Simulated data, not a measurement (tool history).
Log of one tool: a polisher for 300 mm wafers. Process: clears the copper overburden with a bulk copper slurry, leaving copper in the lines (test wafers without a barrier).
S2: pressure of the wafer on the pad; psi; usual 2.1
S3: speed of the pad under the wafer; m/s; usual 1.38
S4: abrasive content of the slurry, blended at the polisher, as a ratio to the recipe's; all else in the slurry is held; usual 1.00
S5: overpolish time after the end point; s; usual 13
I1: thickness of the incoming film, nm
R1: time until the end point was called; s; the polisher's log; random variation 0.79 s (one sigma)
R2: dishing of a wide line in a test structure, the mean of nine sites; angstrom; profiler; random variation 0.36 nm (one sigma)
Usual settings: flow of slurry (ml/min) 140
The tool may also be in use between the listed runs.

{"run": 1, "hour": 0.0, "flow of slurry (ml/min)": 140, "S2": 2.1, "S3": 1.48, "S4": 1.0, "S5": 13, "I1": 732.5, "R1": 90.3, "R2": 328}
{"run": 2, "hour": 13.9, "flow of slurry (ml/min)": 140, "S2": 2.1, "S3": 1.38, "S4": 1.0, "S5": 13, "I1": 730.0, "R1": 96.6, "R2": 329}
{"run": 3, "hour": 30.4, "flow of slurry (ml/min)": 140, "S2": 2.1, "S3": 1.38, "S4": 1.0, "S5": 13, "I1": 715.7, "R1": 92.9, "R2": 325}
{"run": 4, "hour": 70.7, "flow of slurry (ml/min)": 140, "S2": 2.1, "S3": 1.38, "S4": 1.0, "S5": 10, "I1": 724.9, "R1": 95.6, "R2": 294}
{"hour": 90.0, "done": "worn pad replaced by a new one"}
{"run": 5, "hour": 94.6, "flow of slurry (ml/min)": 140, "S2": 2.1, "S3": 1.38, "S4": 1.0, "S5": 10, "I1": 716.6, "R1": 95.1, "R2": 288}
{"run": 6, "hour": 127.5, "flow of slurry (ml/min)": 140, "S2": 2.1, "S3": 1.38, "S4": 1.0, "S5": 10, "I1": 720.5, "R1": 95.3, "R2": 295}
{"run": 7, "hour": 149.8, "flow of slurry (ml/min)": 140, "S2": 2.1, "S3": 1.38, "S4": 1.0, "S5": 13, "I1": 731.3, "R1": 97.9, "R2": 328}
{"run": 8, "hour": 169.9, "flow of slurry (ml/min)": 140, "S2": 2.1, "S3": 1.38, "S4": 1.0, "S5": 13, "I1": 715.7, "R1": 96.8, "R2": 316}
{"hour": 183.9, "done": "worn pad replaced by a new one"}
{"run": 9, "hour": 196.9, "flow of slurry (ml/min)": 140, "S2": 2.1, "S3": 1.38, "S4": 1.1, "S5": 13, "I1": 719.7, "R1": 96.3, "R2": 318}
{"hour": 218.7, "done": "slurry blender recalibrated"}
{"run": 10, "hour": 227.4, "flow of slurry (ml/min)": 140, "S2": 1.8, "S3": 1.38, "S4": 1.0, "S5": 13, "I1": 729.5, "R1": 108.5, "R2": 302}
{"run": 11, "hour": 244.6, "flow of slurry (ml/min)": 120, "S2": 2.1, "S3": 1.38, "S4": 1.0, "S5": 6, "I1": 727.9, "R1": 96.2, "R2": 227}
{"run": 12, "hour": 267.6, "flow of slurry (ml/min)": 140, "S2": 2.1, "S3": 1.38, "S4": 1.0, "S5": 13, "I1": 731.0, "R1": 96.1, "R2": 326}
{"hour": 278.2, "done": "worn pad replaced by a new one"}
{"run": 13, "hour": 298.9, "flow of slurry (ml/min)": 140, "S2": 2.1, "S3": 1.38, "S4": 1.0, "S5": 10, "I1": 721.1, "R1": 92.5, "R2": 296}
{"hour": 305.3, "done": "head pressure recalibrated"}
{"run": 14, "hour": 314.8, "flow of slurry (ml/min)": 185, "S2": 2.1, "S3": 1.38, "S4": 0.7, "S5": 20, "I1": 724.5, "R1": 97.7, "R2": 352}
{"hour": 327.9, "done": "slurry nozzle cleaned"}
{"run": 15, "hour": 351.0, "flow of slurry (ml/min)": 140, "S2": 2.1, "S3": 1.38, "S4": 0.85, "S5": 13, "I1": 740.9, "R1": 100.2, "R2": 323}
{"run": 16, "hour": 374.0, "flow of slurry (ml/min)": 185, "S2": 2.1, "S3": 1.56, "S4": 0.8, "S5": 19, "I1": 729.9, "R1": 85.6, "R2": 353}
{"run": 17, "hour": 396.8, "flow of slurry (ml/min)": 105, "S2": 1.9, "S3": 1.38, "S4": 1.25, "S5": 20, "I1": 721.3, "R1": 105.9, "R2": 350}
{"hour": 402.4, "done": "worn pad replaced by a new one"}
{"run": 18, "hour": 409.9, "flow of slurry (ml/min)": 140, "S2": 2.1, "S3": 1.38, "S4": 1.0, "S5": 13, "I1": 718.2, "R1": 95.6, "R2": 322}

Some steps in R1 between neighbouring runs. How much of each would the tool show without its hidden state too (settings, what came in, random variation), and how much is left for the hidden state, with any gauge scatter that isn't in both results?
The hidden state here: removal rate lost through wear of the pad, %; slurry flow missing at the pad, %; deviation of the head's pressure from its setpoint, %; abrasive missing from the slurry, %.
Run 9 -> 10: S2 2.1 -> 1.8, S4 1.10 -> 1.00, slurry blender recalibrated. R1 +12.2 s: hidden state -6.3, all else +18.5.
Run 16 -> 17: flow of slurry (ml/min) 185 -> 105, S2 2.1 -> 1.9, S3 1.56 -> 1.38, S4 0.80 -> 1.25, S5 19 -> 20. R1 +20.3 s: hidden state +1.3, all else +19.0.

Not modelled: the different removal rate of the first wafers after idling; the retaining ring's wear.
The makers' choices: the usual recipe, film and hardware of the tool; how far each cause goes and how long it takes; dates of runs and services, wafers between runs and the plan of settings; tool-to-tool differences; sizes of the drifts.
